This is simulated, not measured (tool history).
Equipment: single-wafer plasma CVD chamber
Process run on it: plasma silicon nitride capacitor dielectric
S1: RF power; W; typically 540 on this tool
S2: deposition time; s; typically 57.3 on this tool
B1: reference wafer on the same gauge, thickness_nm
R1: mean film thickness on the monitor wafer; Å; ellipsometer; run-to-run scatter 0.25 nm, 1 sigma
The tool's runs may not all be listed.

run    hour   S1    S2      B1      R1
  1       0  540  57.3  92.243  866.57
  2    85.8  540  57.3  92.204  871.35
  3   185.7  540  57.3  92.165  864.95
  4   228.9  540  57.3  92.241  863.57
  5   329.2  540  57.3  92.242  868.34
  6   606.8  570  57.3  92.188  876.76
      609.9  -- gauge calibrated
  7   712.1  570  57.3  92.238  875.43
      748.6  -- RF generator calibrated
  8   783.4  570  57.3  92.178  884.68
  9   883.3  610  52.1  92.314  823.65
 10   921.9  455  62.4  92.172  899.51
 11     981  540  57.3  92.195  874.69
     1032.7  -- showerhead replaced
 12  1174.3  585  46.8   92.24  729.69
 13  1255.6  490  50.1  92.138  741.23
 14  1359.6  595  63.3  92.278  986.84
 15  1431.9  540  57.3  92.216  869.69
 16  1533.8  455  57.3  92.194  829.72
 17  1634.6  540  50.3  92.176  762.64

Each row is a separate what-if for the run after 17, all from the same tool condition, not one after another. Results?
  A  1635  540  57.3   ?   ?
  B  1635  475  61.1   ?   ?
  C  1635  620  49.2   ?   ?

run      B1      R1
  A  92.226  869.52
  B  92.226  893.75
  C  92.226  776.91
Stripped of hidden state, with their random variation kept, the same runs would have yielded:
run      R1
  A  874.04
  B   898.4
  C  780.95
